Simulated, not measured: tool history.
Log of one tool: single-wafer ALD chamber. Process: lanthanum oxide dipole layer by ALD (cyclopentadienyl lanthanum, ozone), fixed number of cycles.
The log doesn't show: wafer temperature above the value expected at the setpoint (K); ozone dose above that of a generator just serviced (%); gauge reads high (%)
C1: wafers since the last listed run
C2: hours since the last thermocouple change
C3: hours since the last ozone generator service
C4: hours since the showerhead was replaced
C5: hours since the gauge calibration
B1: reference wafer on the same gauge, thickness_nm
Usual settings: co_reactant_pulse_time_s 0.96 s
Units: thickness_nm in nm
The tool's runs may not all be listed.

Run 1, hour 0.0: usual settings but co_reactant_pulse_time_s 1.21 s; C1 0; C2 3004.2; C3 962.6; C4 3810.3; C5 487.4; B1 0.421. Result: thickness_nm 0.498 nm.
Run 2, hour 83.2: usual settings; C1 1071; C2 3087.4; C3 1045.8; C4 3893.5; C5 570.6; B1 0.421. Result: thickness_nm 0.463 nm.
Run 3, hour 189.6: usual settings; C1 1369; C2 3193.8; C3 1152.2; C4 3999.9; C5 677.0; B1 0.420. Result: thickness_nm 0.460 nm.
Run 4, hour 261.4: usual settings but co_reactant_pulse_time_s 1.26 s; C1 924; C2 3265.6; C3 1224.0; C4 4071.7; C5 748.8; B1 0.421. Result: thickness_nm 0.503 nm.
Run 5, hour 331.1: usual settings; C1 897; C2 3335.3; C3 1293.7; C4 4141.4; C5 818.5; B1 0.421. Result: thickness_nm 0.456 nm.
At hour 421.3: gauge calibrated.
At hour 439.8: thermocouple changed; heater temperature recalibrated.
Run 6, hour 440.3: usual settings; C1 1302; C2 0.5; C3 1402.9; C4 4250.6; C5 19.0; B1 0.421. Result: thickness_nm 0.452 nm.
Run 7, hour 507.4: usual settings but co_reactant_pulse_time_s 1.07 s; C1 863; C2 67.6; C3 1470.0; C4 4317.7; C5 86.1; B1 0.422. Result: thickness_nm 0.473 nm.
At hour 559.6: ozone generator serviced.
Run 8, hour 577.8: usual settings but co_reactant_pulse_time_s 1.07 s; C1 803; C2 138.0; C3 18.2; C4 4388.1; C5 156.5; B1 0.421. Result: thickness_nm 0.491 nm.
Run 9, hour 638.0: usual settings but co_reactant_pulse_time_s 1.20 s; C1 774; C2 198.2; C3 78.4; C4 4448.3; C5 216.7; B1 0.421. Result: thickness_nm 0.508 nm.
At hour 728.7: showerhead replaced.
Run 10, hour 729.7: usual settings but co_reactant_pulse_time_s 1.16 s; C1 1077; C2 289.9; C3 170.1; C4 1.0; C5 308.4; B1 0.421. Result: thickness_nm 0.500 nm.
Run 11, hour 782.5: usual settings but co_reactant_pulse_time_s 0.70 s; C1 679; C2 342.7; C3 222.9; C4 53.8; C5 361.2; B1 0.421. Result: thickness_nm 0.400 nm.
Run 12, hour 854.5: usual settings but co_reactant_pulse_time_s 0.62 s; C1 926; C2 414.7; C3 294.9; C4 125.8; C5 433.2; B1 0.421. Result: thickness_nm 0.367 nm.
Run 13, hour 940.9: usual settings; C1 1112; C2 501.1; C3 381.3; C4 212.2; C5 519.6; B1 0.421. Result: thickness_nm 0.469 nm.
Run 14, hour 982.4: usual settings but co_reactant_pulse_time_s 0.81 s; C1 534; C2 542.6; C3 422.8; C4 253.7; C5 561.1; B1 0.421. Result: thickness_nm 0.426 nm.
Run 15, hour 1044.9: usual settings but co_reactant_pulse_time_s 1.13 s; C1 804; C2 605.1; C3 485.3; C4 316.2; C5 623.6; B1 0.421. Result: thickness_nm 0.492 nm.
Run 16, hour 1086.9: usual settings but co_reactant_pulse_time_s 0.66 s; C1 540; C2 647.1; C3 527.3; C4 358.2; C5 665.6; B1 0.421. Result: thickness_nm 0.377 nm.
Run 17, hour 1194.8: usual settings; C1 1389; C2 755.0; C3 635.2; C4 466.1; C5 773.5; B1 0.421. Result: thickness_nm 0.460 nm.
Run 18, hour 1280.9: usual settings but co_reactant_pulse_time_s 0.71 s; C1 1108; C2 841.1; C3 721.3; C4 552.2; C5 859.6; B1 0.421. Result: thickness_nm 0.396 nm.
Run 19, hour 1347.5: usual settings but co_reactant_pulse_time_s 0.84 s; C1 857; C2 907.7; C3 787.9; C4 618.8; C5 926.2; B1 0.421. Result: thickness_nm 0.436 nm.

5 ways to go on from here, each from the tool as it stands after run 19. What would each give?
Run A, hour 1347.9: usual settings; C1 5; C2 908.1; C3 788.3; C4 619.2; C5 926.6; B1 ?. Result: thickness_nm ?.
Run B, hour 1347.9: usual settings but co_reactant_pulse_time_s 1.27 s; C1 5; C2 908.1; C3 788.3; C4 619.2; C5 926.6; B1 ?. Result: thickness_nm ?.
Run C, hour 1347.9: usual settings but co_reactant_pulse_time_s 0.78 s; C1 5; C2 908.1; C3 788.3; C4 619.2; C5 926.6; B1 ?. Result: thickness_nm ?.
Run D, hour 1347.9: usual settings but co_reactant_pulse_time_s 1.17 s; C1 5; C2 908.1; C3 788.3; C4 619.2; C5 926.6; B1 ?. Result: thickness_nm ?.
Run E, hour 1347.9: usual settings but co_reactant_pulse_time_s 0.83 s; C1 5; C2 908.1; C3 788.3; C4 619.2; C5 926.6; B1 ?. Result: thickness_nm ?.

run     B1  thickness_nm
  A  0.421         0.463
  B  0.421         0.508
  C  0.421         0.418
  D  0.421         0.496
  E  0.421         0.432
Without the tool's hidden state the same runs would have given:
run  thickness_nm
  A         0.472
  B         0.514
  C         0.430
  D         0.504
  E         0.443

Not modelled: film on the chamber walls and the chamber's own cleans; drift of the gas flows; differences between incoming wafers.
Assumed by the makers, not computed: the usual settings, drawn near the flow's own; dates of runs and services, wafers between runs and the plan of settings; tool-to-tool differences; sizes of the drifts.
